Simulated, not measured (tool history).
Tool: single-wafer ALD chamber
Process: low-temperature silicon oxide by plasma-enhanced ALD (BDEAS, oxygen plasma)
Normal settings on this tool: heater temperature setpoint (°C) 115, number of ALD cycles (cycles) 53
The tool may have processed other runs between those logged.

run	hour	heater temperature setpoint (°C)	number of ALD cycles (cycles)	read-back reference wafer on the same gauge, thickness_nm	mean film thickness on the monitor wafer (Å)
1	0	115	53	5.411	61.69
2	107.4	115	53	5.411	61.78
3	150.9	115	53	5.414	61.86
4	217.7	115	53	5.418	61.64
5	270.3	115	53	5.406	61.92
# hour 318.4: thermocouple changed; heater temperature recalibrated
6	319.2	115	53	5.408	62.65
7	370.5	115	53	5.41	62.31
8	463.8	115	53	5.407	62.3
9	530.4	121	55	5.406	64.1
10	590.9	121	55	5.412	63.92
11	661.9	115	56	5.413	65.6
# hour 858.6: gauge calibrated
12	864.7	115	56	5.41	65.63
13	1151.2	115	56	5.407	65.47
14	1255.5	115	49	5.408	57.55
15	1311.6	115	49	5.405	57.22
16	1494.7	101	53	5.403	63.5
17	1541.9	115	62	5.41	72.43
18	1624.4	115	50	5.412	58.14
19	1691.7	115	53	5.407	62.02
20	1741.4	125	43	5.405	49.41
21	1842.2	115	53	5.41	62.06
22	1934.3	125	43	5.407	49.31
23	1997.8	115	42	5.408	49.03
# hour 2020.4: thermocouple changed; heater temperature recalibrated
24	2036.9	115	45	5.413	53.01
25	2097.5	129	60	5.412	69.01
26	2185.1	109	63	5.407	75.15
27	2224.8	107	59	5.413	70.08
28	2319	120	61	5.412	71.09
29	2394.2	125	63	5.41	72.67
30	2495.8	128	53	5.408	60.54
31	2603.8	115	53	5.411	61.9

Hidden state or all else? Some run-to-run changes of mean film thickness on the monitor wafer (Å), split into what the settings, what came in and random variation would give without the hidden state, and what is left for the hidden state (with any gauge scatter that isn't in both results):
The hidden state here: wafer temperature above the value expected at the setpoint (K); gauge reads high (%).
Run 5 -> 6: thermocouple changed; heater temperature recalibrated. mean film thickness on the monitor wafer (Å) +0.73: hidden state +0.75, all else -0.02.
Run 17 -> 18: number of ALD cycles (cycles) 62 -> 50. mean film thickness on the monitor wafer (Å) -14.29: hidden state +0.14, all else -14.43.
Run 20 -> 21: heater temperature setpoint (°C) 125 -> 115, number of ALD cycles (cycles) 43 -> 53. mean film thickness on the monitor wafer (Å) +12.65: hidden state -0.15, all else +12.8.
Run 21 -> 22: heater temperature setpoint (°C) 115 -> 125, number of ALD cycles (cycles) 53 -> 43. mean film thickness on the monitor wafer (Å) -12.75: hidden state +0.13, all else -12.88.
Run 23 -> 24: number of ALD cycles (cycles) 42 -> 45, thermocouple changed; heater temperature recalibrated. mean film thickness on the monitor wafer (Å) +3.98: hidden state +0.54, all else +3.44.
Run 24 -> 25: heater temperature setpoint (°C) 115 -> 129, number of ALD cycles (cycles) 45 -> 60. mean film thickness on the monitor wafer (Å) +16: hidden state -0.08, all else +16.08.
